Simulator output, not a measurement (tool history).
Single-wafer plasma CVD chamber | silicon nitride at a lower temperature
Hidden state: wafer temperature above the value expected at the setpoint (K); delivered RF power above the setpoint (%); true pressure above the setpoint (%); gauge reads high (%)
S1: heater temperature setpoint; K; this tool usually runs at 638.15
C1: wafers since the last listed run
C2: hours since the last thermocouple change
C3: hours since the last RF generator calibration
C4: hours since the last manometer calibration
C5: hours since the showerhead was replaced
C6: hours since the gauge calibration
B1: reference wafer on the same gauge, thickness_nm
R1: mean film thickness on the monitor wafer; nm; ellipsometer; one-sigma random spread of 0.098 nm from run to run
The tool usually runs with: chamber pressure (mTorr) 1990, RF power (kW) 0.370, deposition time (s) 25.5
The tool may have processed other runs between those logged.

run 1 hour=0.0 | S1=638.15 chamber_pressure_(mTorr)=1990 RF_power_(kW)=0.370 deposition_time_(s)=25.5 | C1=0 C2=2862.2 C3=1647.1 C4=1992.6 C5=7572.5 C6=218.7 | B1=43.479 | R1=37.169
-- hour=10.3 gauge calibrated
run 2 hour=28.6 | S1=638.15 chamber_pressure_(mTorr)=1990 RF_power_(kW)=0.370 deposition_time_(s)=25.5 | C1=817 C2=2890.8 C3=1675.7 C4=2021.2 C5=7601.1 C6=18.3 | B1=43.503 | R1=37.105
run 3 hour=63.7 | S1=638.15 chamber_pressure_(mTorr)=1990 RF_power_(kW)=0.370 deposition_time_(s)=25.5 | C1=1003 C2=2925.9 C3=1710.8 C4=2056.3 C5=7636.2 C6=53.4 | B1=43.508 | R1=37.191
run 4 hour=96.9 | S1=638.15 chamber_pressure_(mTorr)=1990 RF_power_(kW)=0.370 deposition_time_(s)=25.5 | C1=949 C2=2959.1 C3=1744.0 C4=2089.5 C5=7669.4 C6=86.6 | B1=43.516 | R1=37.286
run 5 hour=111.9 | S1=638.15 chamber_pressure_(mTorr)=1990 RF_power_(kW)=0.370 deposition_time_(s)=25.5 | C1=428 C2=2974.1 C3=1759.0 C4=2104.5 C5=7684.4 C6=101.6 | B1=43.507 | R1=37.220
run 6 hour=141.4 | S1=633.15 chamber_pressure_(mTorr)=1990 RF_power_(kW)=0.370 deposition_time_(s)=24.1 | C1=843 C2=3003.6 C3=1788.5 C4=2134.0 C5=7713.9 C6=131.1 | B1=43.509 | R1=35.231
-- hour=173.4 showerhead replaced
-- hour=181.6 capacitance manometer re-zeroed and calibrated
run 7 hour=221.3 | S1=633.15 chamber_pressure_(mTorr)=1990 RF_power_(kW)=0.370 deposition_time_(s)=24.1 | C1=1826 C2=3083.5 C3=1868.4 C4=39.7 C5=47.9 C6=211.0 | B1=43.491 | R1=35.149
-- hour=236.4 thermocouple changed; heater temperature recalibrated
run 8 hour=236.9 | S1=633.15 chamber_pressure_(mTorr)=1990 RF_power_(kW)=0.370 deposition_time_(s)=24.1 | C1=217 C2=0.5 C3=1884.0 C4=55.3 C5=63.5 C6=226.6 | B1=43.517 | R1=35.367
run 9 hour=249.7 | S1=648.15 chamber_pressure_(mTorr)=1990 RF_power_(kW)=0.370 deposition_time_(s)=25.5 | C1=365 C2=13.3 C3=1896.8 C4=68.1 C5=76.3 C6=239.4 | B1=43.537 | R1=37.086
run 10 hour=263.3 | S1=643.15 chamber_pressure_(mTorr)=1590 RF_power_(kW)=0.370 deposition_time_(s)=25.5 | C1=388 C2=26.9 C3=1910.4 C4=81.7 C5=89.9 C6=253.0 | B1=43.516 | R1=35.111
-- hour=266.4 gauge calibrated
-- hour=298.0 RF generator calibrated
run 11 hour=298.5 | S1=653.15 chamber_pressure_(mTorr)=1990 RF_power_(kW)=0.405 deposition_time_(s)=25.5 | C1=777 C2=62.1 C3=0.5 C4=116.9 C5=125.1 C6=32.1 | B1=43.491 | R1=41.647
run 12 hour=315.1 | S1=638.15 chamber_pressure_(mTorr)=1990 RF_power_(kW)=0.370 deposition_time_(s)=25.5 | C1=474 C2=78.7 C3=17.1 C4=133.5 C5=141.7 C6=48.7 | B1=43.501 | R1=38.985
run 13 hour=344.3 | S1=644.15 chamber_pressure_(mTorr)=1990 RF_power_(kW)=0.350 deposition_time_(s)=22.4 | C1=834 C2=107.9 C3=46.3 C4=162.7 C5=170.9 C6=77.9 | B1=43.544 | R1=32.664
run 14 hour=359.9 | S1=638.15 chamber_pressure_(mTorr)=1650 RF_power_(kW)=0.370 deposition_time_(s)=28.9 | C1=445 C2=123.5 C3=61.9 C4=178.3 C5=186.5 C6=93.5 | B1=43.534 | R1=42.325
run 15 hour=391.6 | S1=642.15 chamber_pressure_(mTorr)=2490 RF_power_(kW)=0.415 deposition_time_(s)=25.5 | C1=906 C2=155.2 C3=93.6 C4=210.0 C5=218.2 C6=125.2 | B1=43.542 | R1=44.392
run 16 hour=419.0 | S1=638.15 chamber_pressure_(mTorr)=1990 RF_power_(kW)=0.370 deposition_time_(s)=25.5 | C1=783 C2=182.6 C3=121.0 C4=237.4 C5=245.6 C6=152.6 | B1=43.489 | R1=38.620

Each row is a separate what-if for the run after 16, all from the same tool condition, not one after another. Results?
run A hour=419.4 | S1=638.15 chamber_pressure_(mTorr)=1990 RF_power_(kW)=0.370 deposition_time_(s)=25.5 | C1=11 C2=183.0 C3=121.4 C4=237.8 C5=246.0 C6=153.0 | B1=? | R1=?
run B hour=419.4 | S1=652.15 chamber_pressure_(mTorr)=1990 RF_power_(kW)=0.435 deposition_time_(s)=25.5 | C1=11 C2=183.0 C3=121.4 C4=237.8 C5=246.0 C6=153.0 | B1=? | R1=?
run C hour=419.4 | S1=651.15 chamber_pressure_(mTorr)=1990 RF_power_(kW)=0.340 deposition_time_(s)=25.5 | C1=11 C2=183.0 C3=121.4 C4=237.8 C5=246.0 C6=153.0 | B1=? | R1=?
run D hour=419.4 | S1=649.15 chamber_pressure_(mTorr)=1990 RF_power_(kW)=0.370 deposition_time_(s)=25.5 | C1=11 C2=183.0 C3=121.4 C4=237.8 C5=246.0 C6=153.0 | B1=? | R1=?

run=A B1=43.510 R1=38.651
run=B B1=43.510 R1=43.394
run=C B1=43.510 R1=35.866
run=D B1=43.510 R1=38.459
Take away the tool's hidden state, keep each run's random variation, and the runs would have read:
run=A R1=39.658
run=B R1=44.450
run=C R1=36.831
run=D R1=39.460

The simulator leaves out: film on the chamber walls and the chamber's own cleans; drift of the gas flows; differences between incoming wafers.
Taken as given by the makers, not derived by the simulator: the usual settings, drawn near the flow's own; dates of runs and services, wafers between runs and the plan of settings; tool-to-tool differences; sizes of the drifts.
